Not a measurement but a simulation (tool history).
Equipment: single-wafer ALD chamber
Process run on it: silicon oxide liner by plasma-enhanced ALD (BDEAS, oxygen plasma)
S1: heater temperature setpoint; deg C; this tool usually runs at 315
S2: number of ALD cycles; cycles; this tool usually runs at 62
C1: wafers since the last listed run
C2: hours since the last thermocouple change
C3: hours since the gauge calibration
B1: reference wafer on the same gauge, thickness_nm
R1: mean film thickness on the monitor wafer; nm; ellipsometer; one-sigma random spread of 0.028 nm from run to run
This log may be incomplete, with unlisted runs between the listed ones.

{"run": 1, "hour": 0.0, "S1": 315, "S2": 62, "C1": 0, "C2": 519.0, "C3": 1438.0, "B1": 4.558, "R1": 5.638}
{"run": 2, "hour": 63.2, "S1": 315, "S2": 62, "C1": 307, "C2": 582.2, "C3": 1501.2, "B1": 4.572, "R1": 5.632}
{"run": 3, "hour": 117.3, "S1": 315, "S2": 62, "C1": 262, "C2": 636.3, "C3": 1555.3, "B1": 4.579, "R1": 5.611}
{"run": 4, "hour": 168.5, "S1": 304, "S2": 62, "C1": 248, "C2": 687.5, "C3": 1606.5, "B1": 4.591, "R1": 5.727}
{"run": 5, "hour": 238.3, "S1": 304, "S2": 62, "C1": 339, "C2": 757.3, "C3": 1676.3, "B1": 4.594, "R1": 5.727}
{"run": 6, "hour": 291.9, "S1": 315, "S2": 62, "C1": 260, "C2": 810.9, "C3": 1729.9, "B1": 4.614, "R1": 5.66}
{"run": 7, "hour": 350.0, "S1": 315, "S2": 62, "C1": 282, "C2": 869.0, "C3": 1788.0, "B1": 4.623, "R1": 5.734}
{"run": 8, "hour": 388.9, "S1": 315, "S2": 55, "C1": 189, "C2": 907.9, "C3": 1826.9, "B1": 4.633, "R1": 5.063}
{"run": 9, "hour": 433.8, "S1": 315, "S2": 62, "C1": 218, "C2": 952.8, "C3": 1871.8, "B1": 4.638, "R1": 5.712}
{"run": 10, "hour": 488.9, "S1": 315, "S2": 62, "C1": 267, "C2": 1007.9, "C3": 1926.9, "B1": 4.655, "R1": 5.693}
{"run": 11, "hour": 551.3, "S1": 315, "S2": 62, "C1": 303, "C2": 1070.3, "C3": 1989.3, "B1": 4.666, "R1": 5.696}
{"run": 12, "hour": 581.0, "S1": 315, "S2": 62, "C1": 144, "C2": 1100.0, "C3": 2019.0, "B1": 4.674, "R1": 5.721}
{"hour": 621.5, "done": "gauge calibrated"}
{"run": 13, "hour": 641.2, "S1": 315, "S2": 62, "C1": 292, "C2": 1160.2, "C3": 19.7, "B1": 4.439, "R1": 5.385}
{"run": 14, "hour": 670.9, "S1": 315, "S2": 69, "C1": 144, "C2": 1189.9, "C3": 49.4, "B1": 4.437, "R1": 6.1}
{"run": 15, "hour": 718.8, "S1": 315, "S2": 62, "C1": 232, "C2": 1237.8, "C3": 97.3, "B1": 4.429, "R1": 5.449}
{"run": 16, "hour": 801.3, "S1": 315, "S2": 62, "C1": 400, "C2": 1320.3, "C3": 179.8, "B1": 4.437, "R1": 5.452}
{"run": 17, "hour": 825.4, "S1": 315, "S2": 62, "C1": 117, "C2": 1344.4, "C3": 203.9, "B1": 4.441, "R1": 5.477}
{"hour": 863.3, "done": "thermocouple changed; heater temperature recalibrated"}
{"run": 18, "hour": 869.0, "S1": 308, "S2": 62, "C1": 173, "C2": 5.7, "C3": 247.5, "B1": 4.439, "R1": 5.529}
{"run": 19, "hour": 894.4, "S1": 320, "S2": 62, "C1": 123, "C2": 31.1, "C3": 272.9, "B1": 4.444, "R1": 5.476}
{"run": 20, "hour": 951.3, "S1": 310, "S2": 62, "C1": 276, "C2": 88.0, "C3": 329.8, "B1": 4.443, "R1": 5.502}
{"run": 21, "hour": 1003.6, "S1": 315, "S2": 62, "C1": 254, "C2": 140.3, "C3": 382.1, "B1": 4.441, "R1": 5.443}
{"run": 22, "hour": 1027.6, "S1": 325, "S2": 50, "C1": 116, "C2": 164.3, "C3": 406.1, "B1": 4.447, "R1": 4.409}
{"run": 23, "hour": 1085.0, "S1": 320, "S2": 71, "C1": 278, "C2": 221.7, "C3": 463.5, "B1": 4.447, "R1": 6.23}
{"run": 24, "hour": 1138.5, "S1": 315, "S2": 62, "C1": 260, "C2": 275.2, "C3": 517.0, "B1": 4.453, "R1": 5.462}
{"run": 25, "hour": 1202.7, "S1": 315, "S2": 62, "C1": 312, "C2": 339.4, "C3": 581.2, "B1": 4.457, "R1": 5.522}
{"run": 26, "hour": 1251.2, "S1": 305, "S2": 67, "C1": 235, "C2": 387.9, "C3": 629.7, "B1": 4.461, "R1": 6.023}
{"run": 27, "hour": 1301.7, "S1": 315, "S2": 62, "C1": 245, "C2": 438.4, "C3": 680.2, "B1": 4.463, "R1": 5.464}
{"run": 28, "hour": 1330.7, "S1": 320, "S2": 66, "C1": 140, "C2": 467.4, "C3": 709.2, "B1": 4.466, "R1": 5.839}
{"run": 29, "hour": 1395.3, "S1": 324, "S2": 62, "C1": 313, "C2": 532.0, "C3": 773.8, "B1": 4.472, "R1": 5.486}
{"run": 30, "hour": 1430.9, "S1": 302, "S2": 50, "C1": 173, "C2": 567.6, "C3": 809.4, "B1": 4.469, "R1": 4.511}
{"run": 31, "hour": 1497.1, "S1": 306, "S2": 62, "C1": 321, "C2": 633.8, "C3": 875.6, "B1": 4.47, "R1": 5.551}
{"run": 32, "hour": 1532.5, "S1": 315, "S2": 68, "C1": 172, "C2": 669.2, "C3": 911.0, "B1": 4.479, "R1": 6.068}
{"run": 33, "hour": 1593.9, "S1": 315, "S2": 59, "C1": 298, "C2": 730.6, "C3": 972.4, "B1": 4.493, "R1": 5.301}
{"run": 34, "hour": 1644.8, "S1": 327, "S2": 50, "C1": 247, "C2": 781.5, "C3": 1023.3, "B1": 4.497, "R1": 4.382}
{"run": 35, "hour": 1712.6, "S1": 328, "S2": 68, "C1": 329, "C2": 849.3, "C3": 1091.1, "B1": 4.501, "R1": 5.931}
{"run": 36, "hour": 1746.6, "S1": 307, "S2": 51, "C1": 165, "C2": 883.3, "C3": 1125.1, "B1": 4.51, "R1": 4.627}

Hidden state or all else? Some run-to-run changes of R1, split into what the settings, what came in and random variation would give without the hidden state, and what is left for the hidden state (with any gauge scatter that isn't in both results):
Hidden conditions of the tool in this case: wafer temperature above the value expected at the setpoint (K); gauge reads high (%).
Run 8 -> 9: S2 55 -> 62. R1 +0.649 nm: hidden state +0.040, all else +0.609.
Run 12 -> 13: gauge calibrated. R1 -0.336 nm: hidden state -0.290, all else -0.046.
Run 22 -> 23: S1 325 -> 320, S2 50 -> 71. R1 +1.821 nm: hidden state +0.011, all else +1.810.
Run 34 -> 35: S1 327 -> 328, S2 50 -> 68. R1 +1.549 nm: hidden state +0.033, all else +1.516.
Run 35 -> 36: S1 328 -> 307, S2 68 -> 51. R1 -1.304 nm: hidden state -0.017, all else -1.287.
